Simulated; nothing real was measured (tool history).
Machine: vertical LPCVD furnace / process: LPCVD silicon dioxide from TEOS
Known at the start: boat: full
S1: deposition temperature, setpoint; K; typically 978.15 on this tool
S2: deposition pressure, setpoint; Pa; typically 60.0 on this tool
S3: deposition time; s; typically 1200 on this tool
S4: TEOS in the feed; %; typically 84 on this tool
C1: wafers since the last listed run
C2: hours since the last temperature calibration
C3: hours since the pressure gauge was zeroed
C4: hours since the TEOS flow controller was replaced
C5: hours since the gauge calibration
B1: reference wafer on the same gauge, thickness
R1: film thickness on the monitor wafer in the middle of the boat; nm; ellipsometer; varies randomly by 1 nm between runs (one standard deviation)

run	hour	S1	S2	S3	S4	C1	C2	C3	C4	C5	B1	R1
1	0.0	978.15	60.0	1200	84	0	1900.8	2889.5	2164.3	324.8	249.01	245.08
# hour 29.3: pressure gauge zeroed
2	29.8	978.15	60.0	1200	84	52	1930.6	0.5	2194.1	354.6	248.82	246.28
3	34.3	978.15	60.0	1200	84	40	1935.1	5.0	2198.6	359.1	249.04	246.87
4	40.3	978.15	60.0	1200	84	54	1941.1	11.0	2204.6	365.1	248.91	246.81
5	53.8	978.15	60.0	1200	84	122	1954.6	24.5	2218.1	378.6	248.90	247.92
6	60.2	978.15	60.0	1200	84	57	1961.0	30.9	2224.5	385.0	248.53	245.96
7	71.8	978.15	60.0	1200	84	105	1972.6	42.5	2236.1	396.6	249.01	246.95
8	82.5	978.15	60.0	1200	84	96	1983.3	53.2	2246.8	407.3	248.78	248.75
# hour 113.8: TEOS flow controller replaced
9	114.3	978.15	49.3	1200	84	70	2015.1	85.0	0.5	439.1	249.01	222.73
10	136.9	969.15	46.7	1200	84	204	2037.7	107.6	23.1	461.7	249.11	177.15
11	145.0	978.15	60.0	1200	84	73	2045.8	115.7	31.2	469.8	248.82	246.01
# hour 172.6: thermocouples replaced and temperature profile calibrated
12	173.1	989.15	54.7	900	89	37	0.5	143.8	59.3	497.9	248.78	243.63
13	177.6	978.15	60.0	990	84	40	5.0	148.3	63.8	502.4	248.93	215.36
14	193.4	978.15	60.0	1200	89	143	20.8	164.1	79.6	518.2	249.08	265.13
# hour 198.7: gauge calibrated
15	203.4	978.15	60.0	1200	97	90	30.8	174.1	89.6	4.7	248.98	277.40
16	218.7	985.15	60.0	1200	91	138	46.1	189.4	104.9	20.0	249.03	315.39
17	226.8	966.15	60.0	1200	94	73	54.2	197.5	113.0	28.1	249.18	208.80
18	234.1	981.15	50.0	810	75	66	61.5	204.8	120.3	35.4	249.11	162.24
19	250.6	978.15	66.0	1560	84	149	78.0	221.3	136.8	51.9	249.17	352.75
# hour 296.6: thermocouples replaced and temperature profile calibrated, repeated, since the last time left the tool worse
20	297.1	978.15	60.0	1200	84	203	0.5	267.8	183.3	98.4	248.87	230.42
21	301.5	975.15	60.0	1620	84	39	4.9	272.2	187.7	102.8	248.72	289.21
22	306.0	967.15	52.7	930	77	40	9.4	276.7	192.2	107.3	249.08	124.22
23	322.8	978.15	60.0	1200	84	152	26.2	293.5	209.0	124.1	249.08	232.52
24	333.8	978.15	51.3	1200	84	99	37.2	304.5	220.0	135.1	249.24	214.84
25	351.2	982.15	45.3	1440	84	157	54.6	321.9	237.4	152.5	249.04	264.72
26	360.2	983.15	64.0	1590	97	81	63.6	330.9	246.4	161.5	249.07	383.38

Predict the results of run 27:
27	409.3	978.15	67.3	1200	73	444	112.7	380.0	295.5	210.6	?	?

For run 27 the tool returned B1 248.98, R1 226.54 nm.
With no hidden state in the tool, this same run would have given R1 225.09 nm.
